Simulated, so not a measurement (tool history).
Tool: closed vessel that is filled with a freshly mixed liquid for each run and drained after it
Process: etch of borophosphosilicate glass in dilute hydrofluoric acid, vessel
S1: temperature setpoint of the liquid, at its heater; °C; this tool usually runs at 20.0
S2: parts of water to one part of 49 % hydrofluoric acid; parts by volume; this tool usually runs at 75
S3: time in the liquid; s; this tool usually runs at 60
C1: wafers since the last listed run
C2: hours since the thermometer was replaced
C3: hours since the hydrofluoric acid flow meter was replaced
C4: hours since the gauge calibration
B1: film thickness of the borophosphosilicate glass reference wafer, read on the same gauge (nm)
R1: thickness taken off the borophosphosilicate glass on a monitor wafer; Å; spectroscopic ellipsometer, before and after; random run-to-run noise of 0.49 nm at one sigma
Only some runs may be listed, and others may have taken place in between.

| run | day | S1 | S2 | S3 | C1 | C2 | C3 | C4 | B1 | R1 |
|---|---|---|---|---|---|---|---|---|---|---|
| 1 | 0.000 | 20.0 | 75 | 60 | 0 | 291.8 | 1295.2 | 27.8 | 149.99 | 485.2 |
| 2 | 1.704 | 20.0 | 75 | 60 | 3272 | 332.7 | 1336.1 | 68.7 | 150.00 | 472.0 |
| 3 | 2.800 | 20.0 | 75 | 60 | 2104 | 359.0 | 1362.4 | 95.0 | 150.00 | 483.0 |
| 4 | 5.188 | 20.0 | 75 | 80 | 4584 | 416.3 | 1419.7 | 152.3 | 150.00 | 635.6 |
| 5 | 7.062 | 20.0 | 75 | 80 | 3600 | 461.3 | 1464.7 | 197.3 | 149.99 | 632.5 |
| 6 | 9.075 | 20.0 | 75 | 60 | 3864 | 509.6 | 1513.0 | 245.6 | 150.00 | 473.0 |
|  | 11.742 | thermometer replaced |
| 7 | 14.908 | 20.0 | 75 | 60 | 11121 | 76.0 | 1653.0 | 385.6 | 150.02 | 466.8 |
| 8 | 15.954 | 20.0 | 75 | 70 | 2008 | 101.1 | 1678.1 | 410.7 | 149.99 | 547.6 |
|  | 16.796 | hydrofluoric acid flow meter replaced |
| 9 | 17.212 | 20.0 | 75 | 60 | 2336 | 131.3 | 10.0 | 440.9 | 150.00 | 542.2 |
| 10 | 18.862 | 20.0 | 75 | 60 | 3168 | 170.9 | 49.6 | 480.5 | 150.02 | 541.8 |
| 11 | 21.062 | 20.0 | 75 | 60 | 4224 | 223.7 | 102.4 | 533.3 | 149.98 | 539.8 |
| 12 | 23.233 | 24.0 | 65 | 60 | 4168 | 275.8 | 154.5 | 585.4 | 149.99 | 729.5 |
| 13 | 25.025 | 20.0 | 60 | 35 | 3440 | 318.8 | 197.5 | 628.4 | 149.98 | 397.1 |
| 14 | 26.400 | 20.0 | 75 | 60 | 2640 | 351.8 | 230.5 | 661.4 | 150.01 | 535.1 |
| 15 | 27.588 | 20.0 | 45 | 60 | 2280 | 380.3 | 259.0 | 689.9 | 150.02 | 928.4 |
|  | 33.342 | gauge calibrated |
|  | 33.488 | thermometer replaced |
| 16 | 34.683 | 20.0 | 100 | 35 | 13545 | 28.7 | 429.3 | 32.2 | 150.02 | 221.6 |
| 17 | 40.038 | 24.5 | 45 | 85 | 10281 | 157.2 | 557.8 | 160.7 | 150.03 | 1550.8 |
| 18 | 41.288 | 17.0 | 75 | 60 | 2400 | 187.2 | 587.8 | 190.7 | 150.02 | 460.1 |
| 19 | 42.358 | 20.0 | 75 | 80 | 2056 | 212.9 | 613.5 | 216.4 | 150.00 | 688.5 |
| 20 | 44.083 | 24.0 | 45 | 60 | 3312 | 254.3 | 654.9 | 257.8 | 150.01 | 1032.5 |
| 21 | 46.654 | 20.0 | 75 | 60 | 4936 | 316.0 | 716.6 | 319.5 | 150.00 | 511.5 |

Forecast each of these 3 alternatives for the next run:
| A | 46.683 | 20.0 | 75 | 60 | 56 | 316.7 | 717.3 | 320.2 | ? | ? |
| B | 46.683 | 20.0 | 95 | 35 | 56 | 316.7 | 717.3 | 320.2 | ? | ? |
| C | 46.683 | 17.0 | 65 | 35 | 56 | 316.7 | 717.3 | 320.2 | ? | ? |

| run | B1 | R1 |
|---|---|---|
| A | 150.01 | 512.7 |
| B | 150.01 | 230.6 |
| C | 150.01 | 307.5 |
What these runs would have given with no unlogged condition in the tool:
| run | R1 |
|---|---|
| A | 538.9 |
| B | 242.6 |
| C | 323.0 |

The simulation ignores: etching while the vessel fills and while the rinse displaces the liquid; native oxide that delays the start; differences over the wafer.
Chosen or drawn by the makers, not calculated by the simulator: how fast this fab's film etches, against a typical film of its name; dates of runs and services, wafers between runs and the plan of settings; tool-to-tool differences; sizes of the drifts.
